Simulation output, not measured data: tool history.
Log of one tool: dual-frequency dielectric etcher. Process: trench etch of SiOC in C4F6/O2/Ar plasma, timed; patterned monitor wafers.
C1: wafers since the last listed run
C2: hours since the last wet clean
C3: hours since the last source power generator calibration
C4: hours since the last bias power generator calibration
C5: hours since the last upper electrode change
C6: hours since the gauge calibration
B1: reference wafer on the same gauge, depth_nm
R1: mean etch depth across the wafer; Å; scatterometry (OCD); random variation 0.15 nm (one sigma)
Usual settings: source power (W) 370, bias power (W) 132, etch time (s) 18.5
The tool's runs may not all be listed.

run 1 day=0.000 | source_power_(W)=370 bias_power_(W)=132 etch_time_(s)=14.5 | C1=0 C2=298.3 C3=4339.5 C4=1893.2 C5=4966.5 C6=232.2 | B1=32.70 | R1=251.7
run 2 day=1.383 | source_power_(W)=370 bias_power_(W)=132 etch_time_(s)=14.5 | C1=510 C2=331.5 C3=4372.7 C4=1926.4 C5=4999.7 C6=265.4 | B1=32.67 | R1=250.6
run 3 day=2.542 | source_power_(W)=370 bias_power_(W)=132 etch_time_(s)=14.5 | C1=427 C2=359.3 C3=4400.5 C4=1954.2 C5=5027.5 C6=293.2 | B1=32.71 | R1=248.7
-- day=3.542 wet clean of the chamber
run 4 day=3.996 | source_power_(W)=370 bias_power_(W)=132 etch_time_(s)=18.5 | C1=167 C2=10.9 C3=4435.4 C4=1989.1 C5=5062.4 C6=328.1 | B1=32.68 | R1=312.7
-- day=4.192 gauge calibrated
run 5 day=5.108 | source_power_(W)=370 bias_power_(W)=132 etch_time_(s)=18.5 | C1=410 C2=37.6 C3=4462.1 C4=2015.8 C5=5089.1 C6=22.0 | B1=32.76 | R1=311.4
run 6 day=5.783 | source_power_(W)=370 bias_power_(W)=132 etch_time_(s)=18.5 | C1=248 C2=53.8 C3=4478.3 C4=2032.0 C5=5105.3 C6=38.2 | B1=32.65 | R1=309.5
run 7 day=7.067 | source_power_(W)=370 bias_power_(W)=132 etch_time_(s)=18.5 | C1=473 C2=84.6 C3=4509.1 C4=2062.8 C5=5136.1 C6=69.0 | B1=32.73 | R1=311.4
-- day=8.183 wet clean of the chamber, repeated, since the last time left the tool worse
run 8 day=8.204 | source_power_(W)=370 bias_power_(W)=132 etch_time_(s)=18.5 | C1=50 C2=0.5 C3=4536.4 C4=2090.1 C5=5163.4 C6=96.3 | B1=32.69 | R1=326.0
run 9 day=8.771 | source_power_(W)=370 bias_power_(W)=132 etch_time_(s)=18.5 | C1=208 C2=14.1 C3=4550.0 C4=2103.7 C5=5177.0 C6=109.9 | B1=32.70 | R1=326.6
run 10 day=9.812 | source_power_(W)=370 bias_power_(W)=141 etch_time_(s)=18.5 | C1=384 C2=39.1 C3=4575.0 C4=2128.7 C5=5202.0 C6=134.9 | B1=32.72 | R1=334.9
run 11 day=10.362 | source_power_(W)=370 bias_power_(W)=141 etch_time_(s)=18.5 | C1=202 C2=52.3 C3=4588.2 C4=2141.9 C5=5215.2 C6=148.1 | B1=32.70 | R1=334.5
-- day=10.746 bias power generator calibrated
-- day=11.421 upper electrode replaced
run 12 day=11.442 | source_power_(W)=370 bias_power_(W)=141 etch_time_(s)=18.5 | C1=88 C2=78.2 C3=4614.1 C4=16.7 C5=0.5 C6=174.0 | B1=32.66 | R1=332.0
run 13 day=11.575 | source_power_(W)=370 bias_power_(W)=132 etch_time_(s)=18.5 | C1=49 C2=81.4 C3=4617.3 C4=19.9 C5=3.7 C6=177.2 | B1=32.66 | R1=324.8
run 14 day=12.246 | source_power_(W)=420 bias_power_(W)=115 etch_time_(s)=16.0 | C1=247 C2=97.5 C3=4633.4 C4=36.0 C5=19.8 C6=193.3 | B1=32.70 | R1=287.9
run 15 day=12.988 | source_power_(W)=330 bias_power_(W)=132 etch_time_(s)=18.5 | C1=273 C2=115.3 C3=4651.2 C4=53.8 C5=37.6 C6=211.1 | B1=32.71 | R1=305.1
run 16 day=13.542 | source_power_(W)=330 bias_power_(W)=120 etch_time_(s)=20.0 | C1=204 C2=128.6 C3=4664.5 C4=67.1 C5=50.9 C6=224.4 | B1=32.73 | R1=316.6
-- day=14.371 source power generator calibrated
run 17 day=14.767 | source_power_(W)=370 bias_power_(W)=132 etch_time_(s)=15.5 | C1=390 C2=158.0 C3=9.5 C4=96.5 C5=80.3 C6=253.8 | B1=32.71 | R1=268.4
run 18 day=15.696 | source_power_(W)=300 bias_power_(W)=101 etch_time_(s)=15.5 | C1=342 C2=180.3 C3=31.8 C4=118.8 C5=102.6 C6=276.1 | B1=32.74 | R1=216.0
run 19 day=16.404 | source_power_(W)=410 bias_power_(W)=153 etch_time_(s)=18.5 | C1=261 C2=197.3 C3=48.8 C4=135.8 C5=119.6 C6=293.1 | B1=32.70 | R1=357.8
-- day=16.654 gauge calibrated
run 20 day=18.308 | source_power_(W)=400 bias_power_(W)=101 etch_time_(s)=18.5 | C1=702 C2=243.0 C3=94.5 C4=181.5 C5=165.3 C6=39.7 | B1=32.68 | R1=303.7
run 21 day=18.871 | source_power_(W)=370 bias_power_(W)=113 etch_time_(s)=18.5 | C1=207 C2=256.5 C3=108.0 C4=195.0 C5=178.8 C6=53.2 | B1=32.71 | R1=303.5
run 22 day=19.608 | source_power_(W)=320 bias_power_(W)=145 etch_time_(s)=14.0 | C1=271 C2=274.2 C3=125.7 C4=212.7 C5=196.5 C6=70.9 | B1=32.70 | R1=230.8
run 23 day=21.071 | source_power_(W)=370 bias_power_(W)=132 etch_time_(s)=18.5 | C1=539 C2=309.3 C3=160.8 C4=247.8 C5=231.6 C6=106.0 | B1=32.70 | R1=319.0
-- day=22.900 wet clean of the chamber
run 24 day=22.921 | source_power_(W)=370 bias_power_(W)=132 etch_time_(s)=18.5 | C1=313 C2=0.5 C3=205.2 C4=292.2 C5=276.0 C6=150.4 | B1=32.67 | R1=325.3
run 25 day=23.058 | source_power_(W)=370 bias_power_(W)=132 etch_time_(s)=18.5 | C1=50 C2=3.8 C3=208.5 C4=295.5 C5=279.3 C6=153.7 | B1=32.70 | R1=325.0

Forecast each of these 3 alternatives for the next run:
run A day=23.075 | source_power_(W)=370 bias_power_(W)=132 etch_time_(s)=18.5 | C1=6 C2=4.2 C3=208.9 C4=295.9 C5=279.7 C6=154.1 | B1=? | R1=?
run B day=23.075 | source_power_(W)=370 bias_power_(W)=155 etch_time_(s)=13.5 | C1=6 C2=4.2 C3=208.9 C4=295.9 C5=279.7 C6=154.1 | B1=? | R1=?
run C day=23.075 | source_power_(W)=370 bias_power_(W)=104 etch_time_(s)=18.5 | C1=6 C2=4.2 C3=208.9 C4=295.9 C5=279.7 C6=154.1 | B1=? | R1=?

run=A B1=32.71 R1=325.8
run=B B1=32.71 R1=252.1
run=C B1=32.71 R1=298.9
Without the tool's hidden state the same runs would have given:
run=A R1=326.3
run=B R1=252.5
run=C R1=299.4

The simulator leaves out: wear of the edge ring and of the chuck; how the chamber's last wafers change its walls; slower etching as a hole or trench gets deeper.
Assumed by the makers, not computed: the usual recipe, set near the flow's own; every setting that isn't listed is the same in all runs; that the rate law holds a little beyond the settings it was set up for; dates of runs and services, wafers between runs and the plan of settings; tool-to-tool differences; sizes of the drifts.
